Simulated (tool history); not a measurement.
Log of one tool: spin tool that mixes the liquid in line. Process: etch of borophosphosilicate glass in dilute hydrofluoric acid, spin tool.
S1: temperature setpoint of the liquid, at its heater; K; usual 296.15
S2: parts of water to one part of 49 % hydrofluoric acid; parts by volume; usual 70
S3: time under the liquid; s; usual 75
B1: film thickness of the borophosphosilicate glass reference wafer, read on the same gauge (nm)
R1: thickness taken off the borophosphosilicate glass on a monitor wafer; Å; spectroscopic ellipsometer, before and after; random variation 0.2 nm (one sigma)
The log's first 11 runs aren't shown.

run   hour      S1  S2   S3      B1     R1
 12  135.9  296.15  70   35  150.02  152.9
     144.2  -- hydrofluoric acid flow meter replaced
 13  144.7  291.65  55   75  150.02  365.6
 14  154.7  296.15  80   90  150.02  356.6
     159.9  -- gauge calibrated
 15    172  292.65  70   45  150.02  177.8
     187.4  -- thermometer replaced
 16  187.9  294.15  45  100  149.98  677.4
 17    195  296.15  40   75  149.99  623.3
 18  205.4  294.15  95   95  150.03  288.1
 19  223.4  299.65  45  110  149.98  944.3
 20    261  292.65  60   75  150.05  352.7
     269.5  -- hydrofluoric acid flow meter replaced, repeated, since the last time left the tool worse
 21  272.1  292.65  70   45  149.99  163.2
 22  279.9  301.15  70  115  149.97  596.3

Forecast run 23:
 23  295.2  296.15  105  75   ?   ?

Run 23 gave B1 149.99, R1 200.2 Å.
Without the tool's hidden state the same run would have given R1 198.1 Å.
